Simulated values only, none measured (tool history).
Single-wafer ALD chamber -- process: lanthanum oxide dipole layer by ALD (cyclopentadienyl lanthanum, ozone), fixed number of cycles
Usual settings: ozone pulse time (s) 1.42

| run | hour | ozone pulse time (s) | read-back reference wafer on the same gauge, thickness_nm | mean film thickness on the monitor wafer (nm) |
|---|---|---|---|---|
| 1 | 0.0 | 1.42 | 0.655 | 0.513 |
| 2 | 7.0 | 1.42 | 0.655 | 0.511 |
| 3 | 17.3 | 1.42 | 0.655 | 0.509 |
| 4 | 29.4 | 1.09 | 0.656 | 0.413 |
| 5 | 72.7 | 1.42 | 0.655 | 0.508 |
| 6 | 88.0 | 1.42 | 0.654 | 0.509 |
| 7 | 101.2 | 1.42 | 0.655 | 0.509 |
| 8 | 108.5 | 1.42 | 0.654 | 0.507 |
| 9 | 120.6 | 1.19 | 0.655 | 0.445 |
| 10 | 134.2 | 1.69 | 0.656 | 0.544 |
| 11 | 146.1 | 1.69 | 0.653 | 0.544 |
| 12 | 154.5 | 1.69 | 0.656 | 0.540 |
| 13 | 168.3 | 1.42 | 0.655 | 0.498 |
| 14 | 185.2 | 1.68 | 0.654 | 0.538 |
|  | 206.6 | showerhead replaced |
| 15 | 207.1 | 1.42 | 0.654 | 0.498 |
| 16 | 216.8 | 1.42 | 0.655 | 0.486 |
| 17 | 225.6 | 1.77 | 0.656 | 0.540 |
|  | 238.9 | ozone generator serviced |
| 18 | 239.4 | 1.42 | 0.655 | 0.550 |
| 19 | 247.6 | 1.20 | 0.655 | 0.510 |
|  | 268.8 | thermocouple changed; heater temperature recalibrated |
| 20 | 278.8 | 1.82 | 0.655 | 0.573 |
| 21 | 296.8 | 1.42 | 0.654 | 0.549 |
| 22 | 314.4 | 1.78 | 0.654 | 0.580 |
| 23 | 322.4 | 1.06 | 0.655 | 0.462 |
|  | 323.8 | gauge calibrated |
| 24 | 330.0 | 1.96 | 0.655 | 0.576 |
| 25 | 341.6 | 1.14 | 0.655 | 0.491 |
| 26 | 355.3 | 1.42 | 0.656 | 0.548 |
| 27 | 363.4 | 1.18 | 0.656 | 0.503 |
| 28 | 413.4 | 1.89 | 0.654 | 0.581 |
| 29 | 421.7 | 1.23 | 0.654 | 0.522 |
| 30 | 433.5 | 0.86 | 0.654 | 0.346 |
| 31 | 445.9 | 1.42 | 0.656 | 0.551 |
| 32 | 462.2 | 1.19 | 0.655 | 0.500 |
| 33 | 468.7 | 1.66 | 0.655 | 0.573 |
| 34 | 481.2 | 0.87 | 0.655 | 0.351 |

Give the tool's hidden conditions for every run:
wafer temperature above the value expected at the setpoint (K): 0 on each run
gauge reads high (%): 0 on each run
H1: ozone dose above that of a generator just serviced (%)
| run | H1 |
|---|---|
| 1 | -16.2 |
| 2 | -16.4 |
| 3 | -16.6 |
| 4 | -16.9 |
| 5 | -17.8 |
| 6 | -18.2 |
| 7 | -18.5 |
| 8 | -18.7 |
| 9 | -18.9 |
| 10 | -19.3 |
| 11 | -19.5 |
| 12 | -19.7 |
| 13 | -20.1 |
| 14 | -20.5 |
| 15 | -21 |
| 16 | -21.2 |
| 17 | -21.5 |
| 18 | -2.78 |
| 19 | -2.78 |
| 20 | -2.79 |
| 21 | -2.8 |
| 22 | -2.82 |
| 23 | -2.83 |
| 24 | -2.84 |
| 25 | -2.86 |
| 26 | -2.88 |
| 27 | -2.89 |
| 28 | -3 |
| 29 | -3.02 |
| 30 | -3.06 |
| 31 | -3.09 |
| 32 | -3.14 |
| 33 | -3.17 |
| 34 | -3.21 |

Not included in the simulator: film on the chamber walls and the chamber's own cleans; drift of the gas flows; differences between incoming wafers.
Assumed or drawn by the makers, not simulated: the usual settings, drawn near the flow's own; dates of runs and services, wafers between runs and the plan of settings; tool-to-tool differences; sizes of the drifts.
